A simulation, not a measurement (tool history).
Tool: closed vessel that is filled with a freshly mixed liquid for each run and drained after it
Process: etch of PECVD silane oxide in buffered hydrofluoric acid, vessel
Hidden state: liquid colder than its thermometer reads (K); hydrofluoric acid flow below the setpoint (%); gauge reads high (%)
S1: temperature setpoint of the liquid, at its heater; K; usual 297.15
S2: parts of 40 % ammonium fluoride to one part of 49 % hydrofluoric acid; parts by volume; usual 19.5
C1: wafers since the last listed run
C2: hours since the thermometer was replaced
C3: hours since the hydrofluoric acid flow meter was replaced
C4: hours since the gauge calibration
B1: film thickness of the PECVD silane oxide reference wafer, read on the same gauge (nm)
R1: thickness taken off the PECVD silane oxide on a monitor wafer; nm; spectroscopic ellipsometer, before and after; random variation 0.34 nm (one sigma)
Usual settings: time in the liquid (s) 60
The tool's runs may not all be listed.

{"run": 1, "day": 0.0, "S1": 299.65, "S2": 19.5, "time in the liquid (s)": 85, "C1": 0, "C2": 1273.9, "C3": 7, "C4": 1167.6, "B1": 60.01, "R1": 90.63}
{"run": 2, "day": 3.125, "S1": 299.65, "S2": 19.5, "time in the liquid (s)": 85, "C1": 4946, "C2": 1348.9, "C3": 82, "C4": 1242.6, "B1": 60.03, "R1": 91.9}
{"run": 3, "day": 4.825, "S1": 299.65, "S2": 19.5, "time in the liquid (s)": 85, "C1": 2691, "C2": 1389.7, "C3": 122.8, "C4": 1283.4, "B1": 60.02, "R1": 90.66}
{"run": 4, "day": 7.821, "S1": 297.15, "S2": 19.5, "time in the liquid (s)": 60, "C1": 4742, "C2": 1461.6, "C3": 194.7, "C4": 1355.3, "B1": 60.01, "R1": 55.7}
{"day": 9.842, "done": "thermometer replaced"}
{"run": 5, "day": 11.558, "S1": 297.15, "S2": 19.5, "time in the liquid (s)": 60, "C1": 5850, "C2": 41.2, "C3": 284.4, "C4": 1445, "B1": 60.01, "R1": 55.36}
{"run": 6, "day": 14.546, "S1": 297.15, "S2": 19.5, "time in the liquid (s)": 60, "C1": 4729, "C2": 112.9, "C3": 356.1, "C4": 1516.7, "B1": 60.02, "R1": 55.02}
{"run": 7, "day": 18.592, "S1": 299.15, "S2": 17, "time in the liquid (s)": 60, "C1": 6404, "C2": 210, "C3": 453.2, "C4": 1613.8, "B1": 59.98, "R1": 70.96}
{"run": 8, "day": 29.662, "S1": 297.15, "S2": 19.5, "time in the liquid (s)": 60, "C1": 17525, "C2": 475.7, "C3": 718.9, "C4": 1879.5, "B1": 59.96, "R1": 54.68}
{"day": 29.8, "done": "hydrofluoric acid flow meter replaced"}
{"run": 9, "day": 32.646, "S1": 297.15, "S2": 19.5, "time in the liquid (s)": 60, "C1": 4656, "C2": 547.3, "C3": 68.3, "C4": 1951.1, "B1": 59.97, "R1": 56.56}
{"run": 10, "day": 35.917, "S1": 297.15, "S2": 19.5, "time in the liquid (s)": 60, "C1": 5177, "C2": 625.8, "C3": 146.8, "C4": 2029.6, "B1": 60.02, "R1": 56.42}
{"run": 11, "day": 38.404, "S1": 297.15, "S2": 19.5, "time in the liquid (s)": 60, "C1": 3937, "C2": 685.5, "C3": 206.5, "C4": 2089.3, "B1": 60.04, "R1": 56.31}
{"run": 12, "day": 41.417, "S1": 297.15, "S2": 19.5, "time in the liquid (s)": 45, "C1": 4768, "C2": 757.8, "C3": 278.8, "C4": 2161.6, "B1": 59.95, "R1": 41.63}
{"run": 13, "day": 43.617, "S1": 297.15, "S2": 19.5, "time in the liquid (s)": 60, "C1": 3482, "C2": 810.6, "C3": 331.6, "C4": 2214.4, "B1": 60, "R1": 55.89}
{"run": 14, "day": 46.825, "S1": 297.15, "S2": 22.5, "time in the liquid (s)": 80, "C1": 5078, "C2": 887.6, "C3": 408.6, "C4": 2291.4, "B1": 60.01, "R1": 66.79}
{"run": 15, "day": 50.9, "S1": 295.15, "S2": 19.5, "time in the liquid (s)": 60, "C1": 6450, "C2": 985.4, "C3": 506.4, "C4": 2389.2, "B1": 59.99, "R1": 49.24}
{"run": 16, "day": 55.117, "S1": 292.65, "S2": 26, "time in the liquid (s)": 35, "C1": 6675, "C2": 1086.6, "C3": 607.6, "C4": 2490.4, "B1": 60.01, "R1": 20.26}
{"run": 17, "day": 58.929, "S1": 297.15, "S2": 21.5, "time in the liquid (s)": 70, "C1": 6035, "C2": 1178.1, "C3": 699.1, "C4": 2581.9, "B1": 59.97, "R1": 59.16}
{"day": 61.575, "done": "hydrofluoric acid flow meter replaced"}
{"run": 18, "day": 61.708, "S1": 294.65, "S2": 19.5, "time in the liquid (s)": 40, "C1": 4333, "C2": 1244.8, "C3": 3.2, "C4": 2648.6, "B1": 60.01, "R1": 32.79}
{"run": 19, "day": 66.004, "S1": 302.15, "S2": 19.5, "time in the liquid (s)": 30, "C1": 6800, "C2": 1347.9, "C3": 106.3, "C4": 2751.7, "B1": 60, "R1": 36.84}
{"day": 66.067, "done": "gauge calibrated"}
{"run": 20, "day": 67.938, "S1": 300.65, "S2": 19.5, "time in the liquid (s)": 40, "C1": 3060, "C2": 1394.3, "C3": 152.7, "C4": 44.9, "B1": 59.97, "R1": 44.65}
{"run": 21, "day": 70.075, "S1": 292.65, "S2": 26, "time in the liquid (s)": 35, "C1": 3383, "C2": 1445.6, "C3": 204, "C4": 96.2, "B1": 60, "R1": 20.78}
{"run": 22, "day": 74.167, "S1": 297.15, "S2": 19.5, "time in the liquid (s)": 60, "C1": 6477, "C2": 1543.8, "C3": 302.2, "C4": 194.4, "B1": 59.96, "R1": 55.13}
{"run": 23, "day": 76.917, "S1": 297.15, "S2": 25.5, "time in the liquid (s)": 80, "C1": 4353, "C2": 1609.8, "C3": 368.2, "C4": 260.4, "B1": 60.06, "R1": 61.45}
{"run": 24, "day": 78.938, "S1": 294.65, "S2": 19.5, "time in the liquid (s)": 80, "C1": 3198, "C2": 1658.3, "C3": 416.7, "C4": 308.9, "B1": 60, "R1": 64.25}
{"run": 25, "day": 81.754, "S1": 295.15, "S2": 19.5, "time in the liquid (s)": 75, "C1": 4458, "C2": 1725.9, "C3": 484.3, "C4": 376.5, "B1": 60.02, "R1": 61.76}
{"day": 82.317, "done": "thermometer replaced"}
{"run": 26, "day": 85.629, "S1": 295.65, "S2": 19.5, "time in the liquid (s)": 60, "C1": 6068, "C2": 79.5, "C3": 577.3, "C4": 469.5, "B1": 59.99, "R1": 50.73}
{"day": 86.788, "done": "hydrofluoric acid flow meter replaced"}
{"run": 27, "day": 97.033, "S1": 297.15, "S2": 19.5, "time in the liquid (s)": 60, "C1": 17986, "C2": 353.2, "C3": 245.9, "C4": 743.2, "B1": 60.02, "R1": 55.83}
{"run": 28, "day": 98.642, "S1": 301.65, "S2": 14.5, "time in the liquid (s)": 90, "C1": 2545, "C2": 391.8, "C3": 284.5, "C4": 781.8, "B1": 60.02, "R1": 141.73}
{"run": 29, "day": 103.588, "S1": 300.15, "S2": 12, "time in the liquid (s)": 60, "C1": 7829, "C2": 510.5, "C3": 403.2, "C4": 900.5, "B1": 60.02, "R1": 104.72}
{"run": 30, "day": 107.6, "S1": 300.65, "S2": 19.5, "time in the liquid (s)": 60, "C1": 6351, "C2": 606.8, "C3": 499.5, "C4": 996.8, "B1": 60, "R1": 65.88}
{"run": 31, "day": 110.296, "S1": 297.15, "S2": 19.5, "time in the liquid (s)": 60, "C1": 4267, "C2": 671.5, "C3": 564.2, "C4": 1061.5, "B1": 60.03, "R1": 55.36}
{"run": 32, "day": 112.758, "S1": 300.65, "S2": 19.5, "time in the liquid (s)": 50, "C1": 3898, "C2": 730.6, "C3": 623.3, "C4": 1120.6, "B1": 59.99, "R1": 54.99}
{"day": 115.354, "done": "hydrofluoric acid flow meter replaced"}
{"run": 33, "day": 116.288, "S1": 294.65, "S2": 21.5, "time in the liquid (s)": 30, "C1": 5520, "C2": 815.3, "C3": 22.4, "C4": 1205.3, "B1": 60.02, "R1": 22.71}

Measured less the same run without the tool's hidden state. The same run-to-run variation is in both; the gauge's scatter may not be:
run=1 R1=-0.44
run=2 R1=-0.86
run=3 R1=-1.07
run=4 R1=-0.9
run=5 R1=-1.2
run=6 R1=-1.43
run=7 R1=-2.28
run=8 R1=-2.29
run=9 R1=-0.27
run=10 R1=-0.53
run=11 R1=-0.74
run=12 R1=-0.73
run=13 R1=-1.16
run=14 R1=-1.18
run=15 R1=-1.46
run=16 R1=-0.54
run=17 R1=-1.8
run=18 R1=-0.05
run=19 R1=-0.28
run=20 R1=-0.47
run=21 R1=-0.2
run=22 R1=-1.08
run=23 R1=-1.01
run=24 R1=-1.69
run=25 R1=-1.8
run=26 R1=-1.68
run=27 R1=-0.97
run=28 R1=-2.76
run=29 R1=-2.81
run=30 R1=-2.02
run=31 R1=-1.86
run=32 R1=-1.98
run=33 R1=-0.09
